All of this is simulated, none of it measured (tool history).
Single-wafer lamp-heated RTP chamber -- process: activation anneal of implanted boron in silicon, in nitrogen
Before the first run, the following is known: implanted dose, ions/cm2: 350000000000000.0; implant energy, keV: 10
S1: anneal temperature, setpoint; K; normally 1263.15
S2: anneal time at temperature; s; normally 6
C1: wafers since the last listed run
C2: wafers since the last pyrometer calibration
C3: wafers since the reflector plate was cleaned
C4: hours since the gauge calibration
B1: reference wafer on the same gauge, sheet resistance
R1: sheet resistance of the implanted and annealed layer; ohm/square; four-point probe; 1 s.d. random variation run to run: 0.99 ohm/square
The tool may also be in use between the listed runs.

Run 1, hour 0.0: usual settings but S2 4 s; C1 0; C2 6901; C3 4895; C4 335.8; B1 272.84. Result: R1 305.46 ohm/square.
At hour 11.2: pyrometer window cleaned and pyrometer calibrated.
Run 2, hour 130.2: usual settings but S2 4 s; C1 1111; C2 1082; C3 6006; C4 466.0; B1 273.29. Result: R1 308.72 ohm/square.
Run 3, hour 175.8: usual settings but S2 4 s; C1 414; C2 1496; C3 6421; C4 511.6; B1 273.05. Result: R1 309.22 ohm/square.
Run 4, hour 212.5: usual settings but S1 1286.15 K; C1 333; C2 1830; C3 6755; C4 548.3; B1 273.02. Result: R1 300.23 ohm/square.
Run 5, hour 272.3: usual settings but S1 1286.15 K; C1 543; C2 2374; C3 7299; C4 608.1; B1 273.01. Result: R1 302.65 ohm/square.
At hour 349.3: reflector plate cleaned.
Run 6, hour 448.0: usual settings; C1 1524; C2 3899; C3 897; C4 783.8; B1 273.00. Result: R1 305.53 ohm/square.
Run 7, hour 505.5: usual settings but S1 1244.15 K; C1 522; C2 4421; C3 1420; C4 841.3; B1 273.14. Result: R1 316.69 ohm/square.
Run 8, hour 562.0: usual settings but S1 1282.15 K, S2 4 s; C1 513; C2 4935; C3 1933; C4 897.8; B1 272.86. Result: R1 302.22 ohm/square.
Run 9, hour 644.5: usual settings but S2 9 s; C1 750; C2 5685; C3 2683; C4 980.3; B1 272.95. Result: R1 301.78 ohm/square.
Run 10, hour 690.4: usual settings; C1 417; C2 6103; C3 3101; C4 1026.2; B1 273.11. Result: R1 304.06 ohm/square.
At hour 717.6: pyrometer window cleaned and pyrometer calibrated.
Run 11, hour 774.5: usual settings but S1 1276.15 K; C1 691; C2 517; C3 3793; C4 1110.3; B1 273.02. Result: R1 303.72 ohm/square.
At hour 815.8: gauge calibrated.
Run 12, hour 845.6: usual settings; C1 646; C2 1164; C3 4439; C4 29.8; B1 273.00. Result: R1 308.55 ohm/square.
Run 13, hour 929.2: usual settings but S1 1246.15 K, S2 9 s; C1 760; C2 1924; C3 5200; C4 113.4; B1 273.03. Result: R1 319.91 ohm/square.
Run 14, hour 1016.5: usual settings but S1 1254.15 K, S2 3 s; C1 793; C2 2718; C3 5993; C4 200.7; B1 272.95. Result: R1 314.70 ohm/square.
Run 15, hour 1084.4: usual settings but S2 5 s; C1 617; C2 3335; C3 6611; C4 268.6; B1 273.11. Result: R1 308.56 ohm/square.

The same runs without the tool's hidden state, with the same run-to-run variation:
The tool's hidden condition here consists of: true wafer temperature minus pyrometer reading, K; wafer temperature error from the tarnished reflector plate, K; gauge reads high (%).
run      R1
  1  311.19
  2  310.17
  3  310.81
  4  300.65
  5  303.14
  6  308.56
  7  325.48
  8  303.59
  9  306.02
 10  309.07
 11  303.85
 12  308.95
 13  321.46
 14  316.63
 15  310.28

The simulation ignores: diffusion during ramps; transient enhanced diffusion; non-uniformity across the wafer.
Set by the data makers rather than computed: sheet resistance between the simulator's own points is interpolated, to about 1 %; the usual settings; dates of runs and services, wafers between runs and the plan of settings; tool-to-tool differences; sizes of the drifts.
